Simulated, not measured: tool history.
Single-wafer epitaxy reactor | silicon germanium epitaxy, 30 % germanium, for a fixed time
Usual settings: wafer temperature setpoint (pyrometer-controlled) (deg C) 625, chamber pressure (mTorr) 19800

| run | day | wafer temperature setpoint (pyrometer-controlled) (deg C) | chamber pressure (mTorr) | read-back reference wafer on the same gauge, thickness_nm | mean film thickness on the monitor wafer (angstrom) |
|---|---|---|---|---|---|
| 1 | 0 | 630 | 16400 | 120.152 | 1053.42 |
| 2 | 1.021 | 630 | 16400 | 119.764 | 1055.75 |
| 3 | 1.579 | 625 | 19800 | 120.054 | 1013.45 |
| 4 | 3.058 | 625 | 19800 | 120.098 | 1009.14 |
| 5 | 5.954 | 625 | 16300 | 119.972 | 950 |
| 6 | 7.25 | 625 | 16300 | 119.998 | 953.89 |
| 7 | 8.083 | 625 | 16300 | 119.721 | 948.98 |
| 8 | 9.179 | 636 | 19800 | 120.027 | 1248.88 |
| 9 | 9.733 | 636 | 19800 | 120.138 | 1244.99 |
| 10 | 10.383 | 636 | 19800 | 119.873 | 1248.97 |
| 11 | 11.825 | 628 | 19800 | 119.944 | 1060.77 |
| 12 | 12.962 | 628 | 19800 | 119.902 | 1065.98 |
|  | 13.512 | gauge calibrated |
| 13 | 13.529 | 634 | 19800 | 120.086 | 1197.42 |
| 14 | 14.208 | 634 | 19800 | 119.903 | 1192.6 |
| 15 | 18.45 | 625 | 19800 | 120.009 | 1002.69 |
| 16 | 19.017 | 625 | 18300 | 120.006 | 969.07 |
|  | 19.892 | pyrometer calibrated |
| 17 | 19.912 | 611 | 22500 | 120.015 | 827.58 |
| 18 | 20.471 | 631 | 15000 | 119.803 | 1088.41 |
| 19 | 21.912 | 638 | 19800 | 119.912 | 1352.84 |
| 20 | 23.2 | 617 | 19800 | 119.749 | 897.38 |
| 21 | 24.238 | 633 | 22600 | 119.953 | 1277.19 |
| 22 | 25.629 | 635 | 17100 | 120.169 | 1216.87 |
| 23 | 26.629 | 638 | 23500 | 120.016 | 1431.13 |
|  | 28.858 | capacitance manometer re-zeroed and calibrated |
|  | 29.604 | showerhead replaced |
| 24 | 30.388 | 625 | 19800 | 120.045 | 1045.83 |
| 25 | 31.479 | 620 | 16000 | 120.139 | 893.25 |
| 26 | 32.292 | 633 | 23500 | 120.129 | 1298.41 |
| 27 | 33.15 | 635 | 16300 | 120.045 | 1201.94 |
| 28 | 33.658 | 625 | 19800 | 120.041 | 1049.94 |
| 29 | 34.312 | 621 | 19800 | 119.988 | 965.28 |
| 30 | 35.296 | 620 | 19800 | 120.043 | 951.74 |
| 31 | 35.908 | 629 | 19800 | 120.087 | 1134.14 |
| 32 | 36.696 | 620 | 19800 | 119.915 | 954.17 |
| 33 | 37.567 | 630 | 16200 | 120.009 | 1093.6 |
| 34 | 38.912 | 612 | 17200 | 119.907 | 770.57 |
| 35 | 39.642 | 613 | 18500 | 119.928 | 811.44 |
| 36 | 40.521 | 620 | 15000 | 120.245 | 874.84 |

Some steps in mean film thickness on the monitor wafer (angstrom) between neighbouring runs. How much of each would the tool show without its hidden state too (settings, what came in, random variation), and how much is left for the hidden state, with any gauge scatter that isn't in both results?
The hidden state here: wafer temperature above the value expected at the setpoint (K); true pressure above the setpoint (%); gauge reads high (%).
Run 7 -> 8: wafer temperature setpoint (pyrometer-controlled) (deg C) 625 -> 636, chamber pressure (mTorr) 16300 -> 19800. mean film thickness on the monitor wafer (angstrom) +299.9: hidden state -13.07, all else +312.97.
Run 10 -> 11: wafer temperature setpoint (pyrometer-controlled) (deg C) 636 -> 628. mean film thickness on the monitor wafer (angstrom) -188.2: hidden state +6.28, all else -194.48.
Run 16 -> 17: wafer temperature setpoint (pyrometer-controlled) (deg C) 625 -> 611, chamber pressure (mTorr) 18300 -> 22500, pyrometer calibrated. mean film thickness on the monitor wafer (angstrom) -141.49: hidden state +50.42, all else -191.91.
Run 19 -> 20: wafer temperature setpoint (pyrometer-controlled) (deg C) 638 -> 617. mean film thickness on the monitor wafer (angstrom) -455.46: hidden state +1.24, all else -456.7.
Run 23 -> 24: wafer temperature setpoint (pyrometer-controlled) (deg C) 638 -> 625, chamber pressure (mTorr) 23500 -> 19800, capacitance manometer re-zeroed and calibrated, showerhead replaced. mean film thickness on the monitor wafer (angstrom) -385.3: hidden state +0.87, all else -386.17.
Run 25 -> 26: wafer temperature setpoint (pyrometer-controlled) (deg C) 620 -> 633, chamber pressure (mTorr) 16000 -> 23500. mean film thickness on the monitor wafer (angstrom) +405.16: hidden state -1.49, all else +406.65.
